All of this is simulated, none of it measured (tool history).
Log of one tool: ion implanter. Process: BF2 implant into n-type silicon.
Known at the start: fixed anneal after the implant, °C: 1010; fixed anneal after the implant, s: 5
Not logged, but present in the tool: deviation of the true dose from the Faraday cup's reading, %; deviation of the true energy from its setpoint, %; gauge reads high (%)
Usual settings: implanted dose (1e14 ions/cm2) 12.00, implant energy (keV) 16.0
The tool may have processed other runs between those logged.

run,hour,implanted dose (1e14 ions/cm2),implant energy (keV),wafers since the last listed run,hours since the last dose calibration,hours since the extraction supply was calibrated,hours since the gauge calibration,"read-back reference wafer on the same gauge, sheet resistance",sheet resistance of the implanted and annealed layer (ohm/square)
1,0.0,9.73,16.0,0,561.2,4072.8,298.3,189.96,242.04
2,25.4,9.73,16.0,397,586.6,4098.2,323.7,189.99,241.99
3,38.9,9.73,16.0,211,600.1,4111.7,337.2,190.01,242.23
4,55.7,12.00,16.0,262,616.9,4128.5,354.0,190.09,233.38
5,87.1,12.00,13.0,491,648.3,4159.9,385.4,190.11,259.46
6,105.2,12.86,16.0,283,666.4,4178.0,403.5,190.18,231.19
7,139.3,12.86,16.0,533,700.5,4212.1,437.6,190.10,231.59
8,174.4,12.86,16.0,548,735.6,4247.2,472.7,190.24,231.91
9,222.0,12.00,16.0,744,783.2,4294.8,520.3,190.31,234.20
10,252.0,14.47,17.5,469,813.2,4324.8,550.3,190.18,216.44
# hour 263.0: gauge calibrated
11,267.3,12.00,16.0,239,828.5,4340.1,4.3,188.02,230.57
12,281.9,9.12,16.0,228,843.1,4354.7,18.9,188.21,242.72
13,301.7,13.39,20.0,309,862.9,4374.5,38.7,188.38,201.60
# hour 316.1: extraction supply calibrated
14,332.9,9.99,20.0,362,894.1,16.8,69.9,188.73,212.55
15,347.7,12.00,12.5,231,908.9,31.6,84.7,188.85,263.07
# hour 357.1: Faraday cup replaced and dose calibrated
16,374.1,10.34,16.0,287,17.0,58.0,111.1,189.04,238.80
17,389.4,12.00,19.5,239,32.3,73.3,126.4,189.10,209.24
18,470.1,12.00,16.0,1261,113.0,154.0,207.1,189.57,233.37
19,503.0,14.90,11.5,514,145.9,186.9,240.0,189.67,266.51

5 ways to go on from here, each from the tool as it stands after run 19. What would each give?
A,503.4,12.00,16.0,6,146.3,187.3,240.4,?,?
B,503.4,12.00,17.5,6,146.3,187.3,240.4,?,?
C,503.4,14.92,13.5,6,146.3,187.3,240.4,?,?
D,503.4,12.00,21.5,6,146.3,187.3,240.4,?,?
E,503.4,15.25,16.0,6,146.3,187.3,240.4,?,?

run,"read-back reference wafer on the same gauge, sheet resistance",sheet resistance of the implanted and annealed layer (ohm/square)
A,189.69,233.40
B,189.69,222.42
C,189.69,246.71
D,189.69,198.25
E,189.69,225.27
Had the tool no hidden state, the same runs would have come out as:
run,sheet resistance of the implanted and annealed layer (ohm/square)
A,231.34
B,220.45
C,244.53
D,196.50
E,223.28
